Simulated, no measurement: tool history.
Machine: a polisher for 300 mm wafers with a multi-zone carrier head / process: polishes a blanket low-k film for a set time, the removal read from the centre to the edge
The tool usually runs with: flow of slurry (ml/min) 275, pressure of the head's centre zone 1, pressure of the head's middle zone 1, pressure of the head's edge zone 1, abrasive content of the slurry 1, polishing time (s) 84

| run | day | flow of slurry (ml/min) | pressure of the head's centre zone | pressure of the head's middle zone | pressure of the head's edge zone | abrasive content of the slurry | polishing time (s) | incoming thickness of the incoming film, nm | film removed at the wafer's centre (Å) | film removed at mid-radius (Å) | film removed at the wafer's edge (Å) |
|---|---|---|---|---|---|---|---|---|---|---|---|
| 1 | 0 | 275 | 1 | 1 | 1 | 1 | 84 | 493.3 | 197 | 199 | 199 |
| 2 | 2.671 | 275 | 1 | 1 | 1 | 1 | 84 | 497.8 | 195 | 198 | 199 |
| 3 | 4.258 | 275 | 1 | 1 | 1 | 1 | 84 | 508.2 | 192 | 197 | 198 |
| 4 | 6.892 | 275 | 1 | 1 | 1 | 1 | 84 | 499.6 | 192 | 199 | 198 |
| 5 | 9.208 | 335 | 1.06 | 1 | 1 | 1 | 84 | 492.5 | 208 | 204 | 205 |
|  | 10.504 | slurry nozzle cleaned |
|  | 11.479 | edge zone pressure recalibrated |
| 6 | 11.7 | 275 | 1 | 1 | 1.08 | 1 | 84 | 500.4 | 198 | 202 | 213 |
|  | 11.942 | worn pad replaced by a new one |
|  | 12.362 | carrier head's membrane replaced by a new one |
| 7 | 13.825 | 225 | 1.09 | 1.11 | 1 | 1 | 94 | 502.8 | 232 | 243 | 219 |
| 8 | 16.771 | 275 | 1 | 1 | 1 | 0.75 | 94 | 497.3 | 191 | 196 | 197 |
| 9 | 18.683 | 275 | 0.9 | 0.95 | 1 | 1.2 | 105 | 505.6 | 232 | 255 | 269 |
| 10 | 21.054 | 275 | 1 | 1 | 1 | 1 | 102 | 495.6 | 233 | 244 | 241 |
|  | 22.942 | centre zone pressure recalibrated |
| 11 | 24.025 | 275 | 1 | 1 | 1 | 1 | 84 | 508 | 197 | 197 | 203 |
| 12 | 26.471 | 235 | 1 | 1 | 1 | 1 | 84 | 508.9 | 190 | 196 | 193 |
|  | 28.779 | worn pad replaced by a new one |
|  | 30.396 | slurry nozzle cleaned |
| 13 | 33.846 | 370 | 1.06 | 1.09 | 0.96 | 1 | 84 | 498.9 | 219 | 226 | 199 |
| 14 | 36.179 | 275 | 1.08 | 1 | 1 | 1 | 84 | 497.2 | 214 | 201 | 201 |
| 15 | 37.883 | 275 | 1 | 1 | 0.89 | 1 | 84 | 509.5 | 199 | 201 | 194 |
| 16 | 39.396 | 275 | 1 | 1.07 | 0.95 | 1.15 | 93 | 501.5 | 231 | 245 | 227 |
| 17 | 44.517 | 275 | 1 | 1.04 | 1.08 | 1 | 99 | 507.4 | 231 | 239 | 240 |
| 18 | 45.938 | 275 | 1.11 | 1 | 1.09 | 1.25 | 72 | 494.7 | 200 | 183 | 190 |
| 19 | 46.979 | 370 | 1 | 0.89 | 1 | 1 | 106 | 494.4 | 256 | 233 | 260 |
|  | 47.35 | worn pad replaced by a new one |
| 20 | 48.625 | 275 | 1 | 1 | 1 | 1 | 84 | 506.8 | 195 | 198 | 200 |
|  | 49.667 | slurry nozzle cleaned |
| 21 | 50.4 | 275 | 1 | 1 | 1 | 1 | 84 | 497.5 | 198 | 200 | 202 |
| 22 | 54.154 | 275 | 1 | 1 | 1 | 1 | 84 | 510 | 195 | 203 | 201 |

Difference, measured minus no-hidden-state, one row per run. Run-to-run variation is common to both terms; the gauge's own scatter need not be:
The tool's hidden condition here consists of: removal rate lost through wear of the pad, %; slurry flow missing at the pad, %; deviation of the centre zone's pressure from its setpoint, %; deviation of the edge zone's pressure from its setpoint, %.
| run | film removed at the wafer's centre (Å) | film removed at mid-radius (Å) | film removed at the wafer's edge (Å) |
|---|---|---|---|
| 1 | -5 | -3 | -2 |
| 2 | -7 | -3 | -3 |
| 3 | -8 | -4 | -3 |
| 4 | -8 | -5 | -4 |
| 5 | -10 | -5 | -4 |
| 6 | -4 | -1 | +0 |
| 7 | -7 | -2 | -1 |
| 8 | -7 | -2 | -2 |
| 9 | -10 | -4 | -3 |
| 10 | -12 | -4 | -4 |
| 11 | -5 | -5 | -4 |
| 12 | -7 | -7 | -5 |
| 13 | -2 | -1 | -1 |
| 14 | -3 | -2 | -2 |
| 15 | -3 | -3 | -2 |
| 16 | -5 | -4 | -2 |
| 17 | -8 | -6 | -4 |
| 18 | -7 | -5 | -4 |
| 19 | -7 | -5 | -4 |
| 20 | -8 | -6 | -5 |
| 21 | -3 | -1 | -1 |
| 22 | -4 | -2 | -2 |
